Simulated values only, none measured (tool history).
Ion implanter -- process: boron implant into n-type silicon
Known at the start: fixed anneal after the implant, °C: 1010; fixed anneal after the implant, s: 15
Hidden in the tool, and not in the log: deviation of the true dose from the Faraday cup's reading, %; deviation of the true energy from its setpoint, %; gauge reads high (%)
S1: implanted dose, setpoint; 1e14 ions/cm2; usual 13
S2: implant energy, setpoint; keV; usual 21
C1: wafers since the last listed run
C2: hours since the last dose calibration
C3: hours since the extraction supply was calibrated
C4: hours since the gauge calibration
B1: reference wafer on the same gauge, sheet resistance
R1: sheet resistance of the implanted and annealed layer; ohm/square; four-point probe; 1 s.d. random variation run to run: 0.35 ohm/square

run 1 hour=0 | S1=13 S2=21 | C1=0 C2=2268.4 C3=2197.4 C4=443.8 | B1=75.27 | R1=90.23
run 2 hour=39.2 | S1=13 S2=21 | C1=755 C2=2307.6 C3=2236.6 C4=483 | B1=75.09 | R1=90.29
run 3 hour=65.2 | S1=13 S2=21 | C1=501 C2=2333.6 C3=2262.6 C4=509 | B1=75.11 | R1=90.66
run 4 hour=133.4 | S1=13 S2=21 | C1=1314 C2=2401.8 C3=2330.8 C4=577.2 | B1=74.97 | R1=89.58
run 5 hour=174.1 | S1=13 S2=21 | C1=784 C2=2442.5 C3=2371.5 C4=617.9 | B1=74.93 | R1=90.43
run 6 hour=228 | S1=13 S2=21 | C1=1038 C2=2496.4 C3=2425.4 C4=671.8 | B1=74.79 | R1=89.49
run 7 hour=299.1 | S1=13 S2=21 | C1=1370 C2=2567.5 C3=2496.5 C4=742.9 | B1=74.52 | R1=89.26
run 8 hour=366.4 | S1=13 S2=21 | C1=1296 C2=2634.8 C3=2563.8 C4=810.2 | B1=74.4 | R1=89.54
run 9 hour=407.3 | S1=13 S2=21 | C1=788 C2=2675.7 C3=2604.7 C4=851.1 | B1=74.28 | R1=88.67
run 10 hour=449.6 | S1=13 S2=21 | C1=815 C2=2718 C3=2647 C4=893.4 | B1=74.03 | R1=89.67
-- hour=525.4 Faraday cup replaced and dose calibrated
run 11 hour=525.9 | S1=13 S2=21 | C1=1316 C2=0.5 C3=2723.3 C4=969.7 | B1=73.85 | R1=89.11
run 12 hour=562.9 | S1=13 S2=21 | C1=713 C2=37.5 C3=2760.3 C4=1006.7 | B1=73.8 | R1=89.69
run 13 hour=610.6 | S1=13 S2=21 | C1=919 C2=85.2 C3=2808 C4=1054.4 | B1=73.62 | R1=88.58
run 14 hour=643.1 | S1=13 S2=21 | C1=626 C2=117.7 C3=2840.5 C4=1086.9 | B1=73.73 | R1=89.17
run 15 hour=671.9 | S1=13 S2=21 | C1=554 C2=146.5 C3=2869.3 C4=1115.7 | B1=73.46 | R1=88.93
-- hour=687.7 gauge calibrated
run 16 hour=722.8 | S1=15.71 S2=21 | C1=980 C2=197.4 C3=2920.2 C4=35.1 | B1=75.97 | R1=80.38
run 17 hour=779.7 | S1=13 S2=18.5 | C1=1096 C2=254.3 C3=2977.1 C4=92 | B1=75.75 | R1=93.19
run 18 hour=821.7 | S1=11.68 S2=17.5 | C1=809 C2=296.3 C3=3019.1 C4=134 | B1=75.82 | R1=100.72
-- hour=862 extraction supply calibrated
run 19 hour=873.6 | S1=15.54 S2=25 | C1=845 C2=348.2 C3=11.6 C4=185.9 | B1=75.68 | R1=78.26
run 20 hour=974.2 | S1=13 S2=21 | C1=1938 C2=448.8 C3=112.2 C4=286.5 | B1=75.32 | R1=90.54
run 21 hour=1023.7 | S1=14.81 S2=17.5 | C1=953 C2=498.3 C3=161.7 C4=336 | B1=75.25 | R1=84.9
run 22 hour=1053.7 | S1=15.38 S2=24 | C1=578 C2=528.3 C3=191.7 C4=366 | B1=75.06 | R1=78.95
run 23 hour=1104.1 | S1=13 S2=21 | C1=971 C2=578.7 C3=242.1 C4=416.4 | B1=74.96 | R1=90.07
run 24 hour=1139.8 | S1=13 S2=21 | C1=687 C2=614.4 C3=277.8 C4=452.1 | B1=74.83 | R1=90.12
run 25 hour=1185 | S1=9.79 S2=25.5 | C1=871 C2=659.6 C3=323 C4=497.3 | B1=74.81 | R1=110.53
run 26 hour=1214.9 | S1=13 S2=21 | C1=576 C2=689.5 C3=352.9 C4=527.2 | B1=74.59 | R1=90.5
run 27 hour=1275.7 | S1=11.68 S2=17.5 | C1=1171 C2=750.3 C3=413.7 C4=588 | B1=74.49 | R1=99.6
run 28 hour=1300.8 | S1=10.31 S2=24 | C1=483 C2=775.4 C3=438.8 C4=613.1 | B1=74.47 | R1=106.85
run 29 hour=1367.2 | S1=13 S2=21 | C1=1279 C2=841.8 C3=505.2 C4=679.5 | B1=74.46 | R1=89.39
run 30 hour=1416.9 | S1=16.04 S2=18.5 | C1=957 C2=891.5 C3=554.9 C4=729.2 | B1=74.2 | R1=79.46
run 31 hour=1467.8 | S1=13 S2=21 | C1=980 C2=942.4 C3=605.8 C4=780.1 | B1=73.96 | R1=89.59
run 32 hour=1511.9 | S1=10.29 S2=25 | C1=849 C2=986.5 C3=649.9 C4=824.2 | B1=74.03 | R1=104.85
run 33 hour=1537.4 | S1=15.88 S2=15 | C1=491 C2=1012 C3=675.4 C4=849.7 | B1=73.94 | R1=84.6
run 34 hour=1591.9 | S1=13 S2=21 | C1=1050 C2=1066.5 C3=729.9 C4=904.2 | B1=73.88 | R1=88.74
run 35 hour=1638.8 | S1=14.7 S2=16.5 | C1=903 C2=1113.4 C3=776.8 C4=951.1 | B1=73.71 | R1=85.06
run 36 hour=1684.9 | S1=14.36 S2=16.5 | C1=888 C2=1159.5 C3=822.9 C4=997.2 | B1=73.62 | R1=86.39

What was the tool's hidden state at every run in the log?
deviation of the true dose from the Faraday cup's reading, %: 0 at every run
deviation of the true energy from its setpoint, %: 0 at every run
H1: gauge reads high (%)
run=1 H1=-1.55
run=2 H1=-1.68
run=3 H1=-1.76
run=4 H1=-1.98
run=5 H1=-2.11
run=6 H1=-2.29
run=7 H1=-2.52
run=8 H1=-2.74
run=9 H1=-2.87
run=10 H1=-3.01
run=11 H1=-3.26
run=12 H1=-3.38
run=13 H1=-3.53
run=14 H1=-3.64
run=15 H1=-3.73
run=16 H1=-0.609
run=17 H1=-0.794
run=18 H1=-0.931
run=19 H1=-1.1
run=20 H1=-1.43
run=21 H1=-1.59
run=22 H1=-1.69
run=23 H1=-1.85
run=24 H1=-1.97
run=25 H1=-2.11
run=26 H1=-2.21
run=27 H1=-2.41
run=28 H1=-2.49
run=29 H1=-2.7
run=30 H1=-2.87
run=31 H1=-3.03
run=32 H1=-3.17
run=33 H1=-3.26
run=34 H1=-3.43
run=35 H1=-3.59
run=36 H1=-3.74
